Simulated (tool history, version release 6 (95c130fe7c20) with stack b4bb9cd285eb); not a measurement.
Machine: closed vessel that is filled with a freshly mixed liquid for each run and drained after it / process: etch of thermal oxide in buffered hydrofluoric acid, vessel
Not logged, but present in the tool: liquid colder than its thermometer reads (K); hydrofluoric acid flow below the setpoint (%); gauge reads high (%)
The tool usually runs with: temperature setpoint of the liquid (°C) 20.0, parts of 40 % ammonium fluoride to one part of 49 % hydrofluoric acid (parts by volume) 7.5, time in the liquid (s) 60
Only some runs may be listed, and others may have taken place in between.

run,hour,temperature setpoint of the liquid (°C),parts of 40 % ammonium fluoride to one part of 49 % hydrofluoric acid (parts by volume),time in the liquid (s),wafers since the last listed run,hours since the thermometer was replaced,hours since the hydrofluoric acid flow meter was replaced,hours since the gauge calibration,"read-back film thickness of the thermal oxide reference wafer, read on the same gauge (nm)",thickness taken off the thermal oxide on a monitor wafer (angstrom)
1,0.0,20.0,7.5,60,0,2031.8,54.0,1217.0,149.98,639.1
2,39.4,17.0,9.5,60,2605,2071.2,93.4,1256.4,150.00,427.7
3,92.3,17.0,9.5,60,3497,2124.1,146.3,1309.3,149.99,428.7
4,195.3,20.0,7.5,60,6810,2227.1,249.3,1412.3,150.00,634.9
5,274.7,20.0,7.5,60,5249,2306.5,328.7,1491.7,150.01,637.5
6,313.9,20.0,7.5,60,2591,2345.7,367.9,1530.9,150.00,638.8
7,396.0,20.0,7.5,60,5428,2427.8,450.0,1613.0,149.99,639.3
# hour 425.6: thermometer replaced
8,445.2,19.0,7.5,60,3186,19.6,499.2,1662.2,150.00,601.8
9,519.7,20.0,7.5,60,4925,94.1,573.7,1736.7,149.99,633.4
10,602.4,20.0,7.5,60,5467,176.8,656.4,1819.4,150.00,642.1
11,686.4,20.0,9.5,60,5553,260.8,740.4,1903.4,150.00,504.3
12,774.3,17.0,6.5,60,5811,348.7,828.3,1991.3,150.03,622.4
13,847.0,20.0,6.5,50,4806,421.4,901.0,2064.0,150.02,610.1
14,936.3,18.5,7.5,60,5904,510.7,990.3,2153.3,149.98,587.8
# hour 1161.2: gauge calibrated
15,1200.4,19.0,7.5,60,17461,774.8,1254.4,39.2,150.01,604.5
16,1237.1,17.5,8.5,80,2426,811.5,1291.1,75.9,150.00,651.0
# hour 1298.3: hydrofluoric acid flow meter replaced
17,1323.5,20.0,7.5,45,5646,897.9,25.2,162.3,149.99,483.4
18,1362.0,17.0,6.5,60,2545,936.4,63.7,200.8,149.99,615.9
19,1447.7,24.0,7.5,60,5666,1022.1,149.4,286.5,149.99,798.6
20,1552.4,24.0,7.5,90,6922,1126.8,254.1,391.2,149.99,1199.0
21,1594.2,20.0,7.5,60,2763,1168.6,295.9,433.0,149.99,641.0
22,1658.8,17.5,7.5,60,4271,1233.2,360.5,497.6,149.99,546.1
23,1762.4,20.0,7.5,60,6849,1336.8,464.1,601.2,149.99,644.3
24,1848.3,24.0,7.5,35,5679,1422.7,550.0,687.1,149.97,463.4
25,1951.2,20.0,8.5,45,6803,1525.6,652.9,790.0,149.99,417.3
26,1997.8,21.5,9.0,85,3081,1572.2,699.5,836.6,149.97,813.8
27,2049.4,20.0,7.5,30,3411,1623.8,751.1,888.2,149.99,315.3
28,2102.6,23.0,9.0,45,3517,1677.0,804.3,941.4,149.99,468.5
29,2169.0,21.5,10.5,60,4390,1743.4,870.7,1007.8,149.99,511.4
30,2240.3,20.0,9.0,85,4714,1814.7,942.0,1079.1,149.98,742.3
31,2312.8,20.0,7.5,60,4793,1887.2,1014.5,1151.6,149.99,630.3
32,2405.8,17.0,7.5,60,6149,1980.2,1107.5,1244.6,150.01,533.7

Across each entry between runs, compare the hidden state at the last listed run before it with the hidden state at the first listed run after it:
Run 7 -> run 8: thermometer replaced (hour 425.6)
  nothing in the hidden state changes from one run to the other
Run 14 -> run 15: gauge calibrated (hour 1161.2)
  nothing in the hidden state changes from one run to the other
Run 16 -> run 17: hydrofluoric acid flow meter replaced (hour 1298.3)
  nothing in the hidden state changes from one run to the other

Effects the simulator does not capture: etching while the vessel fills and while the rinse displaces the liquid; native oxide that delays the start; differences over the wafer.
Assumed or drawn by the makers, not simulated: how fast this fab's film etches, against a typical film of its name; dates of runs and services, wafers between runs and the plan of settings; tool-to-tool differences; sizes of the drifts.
